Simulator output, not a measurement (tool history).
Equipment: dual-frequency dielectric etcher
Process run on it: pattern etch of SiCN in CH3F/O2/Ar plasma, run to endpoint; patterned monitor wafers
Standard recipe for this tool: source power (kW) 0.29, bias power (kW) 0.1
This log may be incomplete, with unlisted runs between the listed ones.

run     day  source power (kW)  bias power (kW)  incoming incoming film thickness, nm  endpoint time (s)
  1       0               0.29              0.1                                 13.54               34.7
  2   2.654               0.29              0.1                                 13.44               34.4
  3   5.262               0.26              0.1                                 13.44               36.9
  4   6.446               0.26              0.1                                  13.4                 36
  5   9.404               0.26              0.1                                  13.6                 37
  6  10.633               0.29              0.1                                 13.38                 35
  7  13.004               0.27            0.113                                 13.46               34.8
  8  15.288               0.27            0.113                                 13.61               35.6
     16.808  -- wet clean of the chamber
  9  16.829               0.29              0.1                                 13.59               34.2
 10  17.762               0.29              0.1                                 13.43               33.8
     19.821  -- bias power generator calibrated
 11  20.654               0.29              0.1                                 13.42               33.9
     22.958  -- source power generator calibrated
 12  23.083               0.29              0.1                                 13.43               33.9
 13  25.988               0.29            0.093                                 13.58               35.8
 14   27.35               0.29            0.093                                 13.48               35.6
 15  28.862               0.29            0.093                                 13.71               36.1
 16  31.788               0.29            0.087                                 13.35               36.5
     32.867  -- upper electrode replaced
 17  33.158               0.33            0.123                                 13.53               31.1
 18  35.975               0.27            0.124                                 13.38               33.4
 19  37.892               0.29              0.1                                 13.56               35.5
      39.75  -- wet clean of the chamber
 20  40.383               0.33            0.081                                 13.59                 35
 21  42.946               0.26            0.111                                 13.46               34.2
 22  44.929               0.29            0.121                                 13.37                 32
 23  47.429               0.29            0.112                                 13.53               33.3
 24    48.6               0.26            0.125                                 13.53               33.6
 25  50.692               0.25            0.091                                 13.44               38.2
 26  52.562               0.35            0.093                                 13.56               33.5
 27  54.471               0.24            0.087                                 13.48               39.4
 28  57.175               0.25            0.117                                 13.33                 35
 29  59.112               0.29              0.1                                 13.36               35.3
     61.188  -- wet clean of the chamber
 30  61.208               0.27            0.092                                 13.53               36.7
 31  62.762               0.35            0.081                                 13.55               34.9
 32  64.462               0.29              0.1                                 13.51               35.1
 33  67.008               0.35            0.121                                 13.53               30.3
 34  68.625               0.34            0.115                                 13.37               31.1
 35  71.146               0.29              0.1                                 13.46               35.4
 36  73.567               0.33            0.113                                 13.71               32.7

Results for each run, recomputed without the tool's hidden state and with each run's random variation untouched:
Unlogged tool condition in this case: etch rate over this chamber's usual, %; source power that arrives over what is set, %; bias power that arrives over what is set, %.
run  endpoint time (s)
  1               34.3
  2               33.8
  3                 36
  4               35.1
  5               35.8
  6               33.8
  7               33.5
  8                 34
  9               34.4
 10                 34
 11               33.9
 12               33.6
 13               35.3
 14                 35
 15               35.5
 16               35.6
 17               30.2
 18               32.3
 19               34.2
 20                 35
 21                 34
 22               31.7
 23               32.8
 24                 33
 25               37.4
 26               32.7
 27               38.3
 28               33.8
 29                 34
 30               36.3
 31               34.4
 32               34.5
 33               29.6
 34               30.3
 35               34.3
 36               31.6
